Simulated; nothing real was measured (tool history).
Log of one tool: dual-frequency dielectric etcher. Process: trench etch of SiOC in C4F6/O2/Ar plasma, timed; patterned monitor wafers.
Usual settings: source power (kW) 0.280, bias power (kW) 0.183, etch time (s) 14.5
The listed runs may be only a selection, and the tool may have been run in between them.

run,day,source power (kW),bias power (kW),etch time (s),wafers since the last listed run,hours since the last wet clean,hours since the last source power generator calibration,hours since the last bias power generator calibration,hours since the last upper electrode change,hours since the gauge calibration,"read-back reference wafer on the same gauge, depth_nm",mean etch depth across the wafer (Å)
1,0.000,0.280,0.183,14.5,0,494.9,1807.8,2979.6,1977.6,187.5,25.50,265.7
2,0.717,0.280,0.183,12.5,348,512.1,1825.0,2996.8,1994.8,204.7,25.50,229.3
3,1.108,0.280,0.183,12.5,190,521.5,1834.4,3006.2,2004.2,214.1,25.50,229.3
4,1.429,0.280,0.183,14.5,155,529.2,1842.1,3013.9,2011.9,221.8,25.50,265.4
5,2.104,0.280,0.183,14.5,327,545.4,1858.3,3030.1,2028.1,238.0,25.50,266.4
6,2.458,0.280,0.183,14.5,172,553.9,1866.8,3038.6,2036.6,246.5,25.51,265.3
7,2.771,0.240,0.183,14.5,151,561.4,1874.3,3046.1,2044.1,254.0,25.50,254.3
8,3.404,0.240,0.183,14.5,307,576.6,1889.5,3061.3,2059.3,269.2,25.50,254.5
9,3.938,0.240,0.183,14.5,259,589.4,1902.3,3074.1,2072.1,282.0,25.50,254.5
10,4.462,0.280,0.183,16.5,255,602.0,1914.9,3086.7,2084.7,294.6,25.50,302.3
# day 5.908: wet clean of the chamber
11,5.929,0.260,0.183,14.5,226,0.5,1950.1,3121.9,2119.9,329.8,25.50,262.2
12,5.946,0.260,0.183,14.5,8,0.9,1950.5,3122.3,2120.3,330.2,25.50,261.7
13,5.958,0.280,0.183,18.0,6,1.2,1950.8,3122.6,2120.6,330.5,25.51,333.3
14,6.654,0.280,0.207,14.5,338,17.9,1967.5,3139.3,2137.3,347.2,25.50,279.5
# day 7.867: upper electrode replaced
15,7.888,0.280,0.183,14.5,113,47.5,1997.1,3168.9,0.5,376.8,25.51,266.6
16,7.900,0.280,0.183,14.5,6,47.8,1997.4,3169.2,0.8,377.1,25.50,267.8
17,8.238,0.280,0.183,14.5,163,55.9,2005.5,3177.3,8.9,385.2,25.51,267.6
18,8.846,0.280,0.183,18.5,295,70.5,2020.1,3191.9,23.5,399.8,25.50,341.2
# day 9.096: bias power generator calibrated
# day 9.100: gauge calibrated
19,9.350,0.280,0.183,18.0,163,82.6,2032.2,6.1,35.6,6.0,25.49,332.3
20,10.029,0.280,0.183,14.5,329,98.9,2048.5,22.4,51.9,22.3,25.50,267.0
21,10.400,0.260,0.212,11.5,180,107.8,2057.4,31.3,60.8,31.2,25.50,218.9
22,10.792,0.210,0.183,14.5,190,117.2,2066.8,40.7,70.2,40.6,25.50,247.6
# day 10.992: source power generator calibrated
23,11.371,0.350,0.183,12.0,200,131.1,9.1,54.6,84.1,54.5,25.51,235.3
24,12.029,0.340,0.218,18.0,319,146.9,24.9,70.4,99.9,70.3,25.51,372.3
25,12.458,0.300,0.183,14.5,208,157.2,35.2,80.7,110.2,80.6,25.49,272.5
26,12.829,0.350,0.166,14.5,180,166.1,44.1,89.6,119.1,89.5,25.51,274.6
27,13.308,0.220,0.146,14.5,232,177.6,55.6,101.1,130.6,101.0,25.50,231.1
28,13.783,0.230,0.218,17.5,230,189.0,67.0,112.5,142.0,112.4,25.50,324.5
29,14.421,0.280,0.171,14.5,309,204.3,82.3,127.8,157.3,127.7,25.50,260.3
30,15.167,0.210,0.202,14.5,362,222.2,100.2,145.7,175.2,145.6,25.51,255.7

Describe how what the log doesn't record of the tool's condition differs between the last listed run preceding each entry between runs and the first listed run following it.
In the gap between runs 10 and 11: wet clean of the chamber (day 5.908)
  etch rate over this chamber's usual, %: -0.863 -> 0.0112
  measured less the result without the state, mean etch depth across the wafer (Å): -2.7 -> +0.0
In the gap between runs 14 and 15: upper electrode replaced (day 7.867)
  etch rate over this chamber's usual, %: -0.0134 -> -0.0552
  measured less the result without the state, mean etch depth across the wafer (Å): +0.0 -> -0.1
In the gap between runs 18 and 19: bias power generator calibrated (day 9.096); gauge calibrated (day 9.100)
  etch rate over this chamber's usual, %: -0.0877 -> -0.105
  measured less the result without the state, mean etch depth across the wafer (Å): -0.3 -> -0.4
In the gap between runs 22 and 23: source power generator calibrated (day 10.992)
  etch rate over this chamber's usual, %: -0.154 -> -0.173
  measured less the result without the state, mean etch depth across the wafer (Å): -0.3 -> -0.4

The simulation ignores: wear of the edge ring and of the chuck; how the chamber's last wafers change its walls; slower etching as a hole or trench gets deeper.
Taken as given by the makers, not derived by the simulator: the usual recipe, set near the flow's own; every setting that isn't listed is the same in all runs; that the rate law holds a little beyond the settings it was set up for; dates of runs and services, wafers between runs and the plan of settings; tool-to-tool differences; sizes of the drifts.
